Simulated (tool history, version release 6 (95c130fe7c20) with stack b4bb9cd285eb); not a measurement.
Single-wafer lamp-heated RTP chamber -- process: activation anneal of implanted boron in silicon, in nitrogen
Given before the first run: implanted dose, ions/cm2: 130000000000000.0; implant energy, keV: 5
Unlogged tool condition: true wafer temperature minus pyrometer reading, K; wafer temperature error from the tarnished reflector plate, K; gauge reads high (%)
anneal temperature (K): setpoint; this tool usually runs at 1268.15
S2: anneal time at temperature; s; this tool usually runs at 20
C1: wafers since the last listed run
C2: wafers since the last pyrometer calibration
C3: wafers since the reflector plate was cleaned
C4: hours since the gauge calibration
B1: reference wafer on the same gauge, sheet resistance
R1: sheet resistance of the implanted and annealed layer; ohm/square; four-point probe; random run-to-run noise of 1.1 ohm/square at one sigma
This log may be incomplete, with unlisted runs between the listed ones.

Run 1, day 0.000: usual settings but S2 14 s; C1 0; C2 8621; C3 531; C4 1013.9; B1 699.73. Result: R1 719.41 ohm/square.
At day 2.954: pyrometer window cleaned and pyrometer calibrated.
Run 2, day 3.946: usual settings but anneal temperature (K) 1288.15; C1 1312; C2 359; C3 1844; C4 1108.6; B1 699.37. Result: R1 711.32 ohm/square.
Run 3, day 6.467: usual settings but anneal temperature (K) 1288.15; C1 916; C2 1275; C3 2760; C4 1169.1; B1 699.15. Result: R1 712.28 ohm/square.
Run 4, day 10.042: usual settings but anneal temperature (K) 1288.15; C1 1299; C2 2575; C3 4059; C4 1254.9; B1 698.73. Result: R1 710.59 ohm/square.
Run 5, day 12.425: usual settings; C1 866; C2 3441; C3 4925; C4 1312.1; B1 698.55. Result: R1 715.93 ohm/square.
Run 6, day 15.721: usual settings; C1 1197; C2 4638; C3 6122; C4 1391.2; B1 698.38. Result: R1 715.91 ohm/square.
Run 7, day 20.217: usual settings; C1 1633; C2 6272; C3 7756; C4 1499.1; B1 697.51. Result: R1 714.60 ohm/square.
Run 8, day 23.112: usual settings but anneal temperature (K) 1290.15; C1 1052; C2 7324; C3 8808; C4 1568.6; B1 697.26. Result: R1 709.93 ohm/square.
At day 26.850: reflector plate cleaned.
Run 9, day 26.871: usual settings; C1 1244; C2 8569; C3 7; C4 1658.8; B1 696.90. Result: R1 715.15 ohm/square.
At day 36.471: pyrometer window cleaned and pyrometer calibrated.
Run 10, day 39.329: usual settings; C1 4406; C2 1039; C3 4413; C4 1957.8; B1 695.05. Result: R1 710.52 ohm/square.
Run 11, day 41.383: usual settings; C1 746; C2 1785; C3 5159; C4 2007.1; B1 694.70. Result: R1 711.65 ohm/square.
Run 12, day 43.500: usual settings; C1 769; C2 2554; C3 5928; C4 2057.9; B1 694.25. Result: R1 710.79 ohm/square.
Run 13, day 46.158: usual settings but anneal temperature (K) 1257.15; C1 965; C2 3520; C3 6894; C4 2121.7; B1 693.71. Result: R1 715.39 ohm/square.
Run 14, day 48.671: usual settings but anneal temperature (K) 1257.15; C1 912; C2 4433; C3 7807; C4 2182.0; B1 693.78. Result: R1 715.91 ohm/square.
Run 15, day 51.121: usual settings but anneal temperature (K) 1257.15; C1 890; C2 5323; C3 8698; C4 2240.8; B1 693.21. Result: R1 714.75 ohm/square.
At day 56.492: reflector plate cleaned.
Run 16, day 58.892: usual settings but S2 29 s; C1 2702; C2 8026; C3 872; C4 2427.3; B1 691.76. Result: R1 706.47 ohm/square.
Run 17, day 62.450: usual settings but anneal temperature (K) 1258.15, S2 9 s; C1 1293; C2 9319; C3 2165; C4 2512.7; B1 691.16. Result: R1 717.81 ohm/square.
At day 64.825: pyrometer window cleaned and pyrometer calibrated.
Run 18, day 65.521: usual settings but anneal temperature (K) 1280.15, S2 32 s; C1 994; C2 253; C3 3160; C4 2586.4; B1 690.69. Result: R1 701.53 ohm/square.
Run 19, day 67.075: usual settings but anneal temperature (K) 1238.15, S2 9 s; C1 564; C2 817; C3 3725; C4 2623.7; B1 690.23. Result: R1 730.74 ohm/square.
Run 20, day 71.067: usual settings; C1 1450; C2 2268; C3 5175; C4 2719.5; B1 689.26. Result: R1 707.42 ohm/square.
Run 21, day 74.521: usual settings; C1 1255; C2 3523; C3 6430; C4 2802.4; B1 688.59. Result: R1 706.09 ohm/square.
At day 77.450: gauge calibrated.
Run 22, day 77.692: usual settings; C1 1152; C2 4675; C3 7583; C4 5.8; B1 699.90. Result: R1 718.04 ohm/square.
Run 23, day 80.900: usual settings but anneal temperature (K) 1281.15, S2 30 s; C1 1165; C2 5841; C3 8748; C4 82.8; B1 699.87. Result: R1 712.89 ohm/square.
Run 24, day 84.988: usual settings but anneal temperature (K) 1276.15; C1 1485; C2 7326; C3 10234; C4 180.9; B1 699.68. Result: R1 716.46 ohm/square.
Run 25, day 88.438: usual settings but anneal temperature (K) 1241.15, S2 12 s; C1 1253; C2 8580; C3 11487; C4 263.7; B1 699.53. Result: R1 736.15 ohm/square.
Run 26, day 90.438: usual settings; C1 726; C2 9307; C3 12214; C4 311.7; B1 699.72. Result: R1 716.17 ohm/square.
At day 92.167: reflector plate cleaned.
Run 27, day 94.171: usual settings; C1 1235; C2 10542; C3 728; C4 401.3; B1 699.66. Result: R1 717.45 ohm/square.
Run 28, day 95.779: usual settings; C1 584; C2 11127; C3 1313; C4 439.9; B1 699.77. Result: R1 714.35 ohm/square.
At day 96.679: pyrometer window cleaned and pyrometer calibrated.
Run 29, day 108.221: usual settings but anneal temperature (K) 1259.15, S2 27 s; C1 4399; C2 4194; C3 5713; C4 738.5; B1 698.98. Result: R1 715.72 ohm/square.
Run 30, day 111.817: usual settings but anneal temperature (K) 1294.15, S2 23 s; C1 1306; C2 5500; C3 7019; C4 824.8; B1 698.76. Result: R1 711.24 ohm/square.
Run 31, day 114.967: usual settings but anneal temperature (K) 1247.15, S2 11 s; C1 1144; C2 6645; C3 8164; C4 900.4; B1 698.54. Result: R1 731.50 ohm/square.
Run 32, day 118.775: usual settings but anneal temperature (K) 1248.15, S2 27 s; C1 1383; C2 8029; C3 9548; C4 991.8; B1 698.20. Result: R1 720.60 ohm/square.

For run 33, what comes out?
Run 33, day 122.625: usual settings; C1 1399; C2 9428; C3 10947; C4 1084.2; B1 ?. Result: R1 ?.

{"run 33": {"B1": 698.06, "R1": 716.05}}
If the tool had no hidden condition, the same run with the same run-to-run variation would have returned R1 720.21 ohm/square.
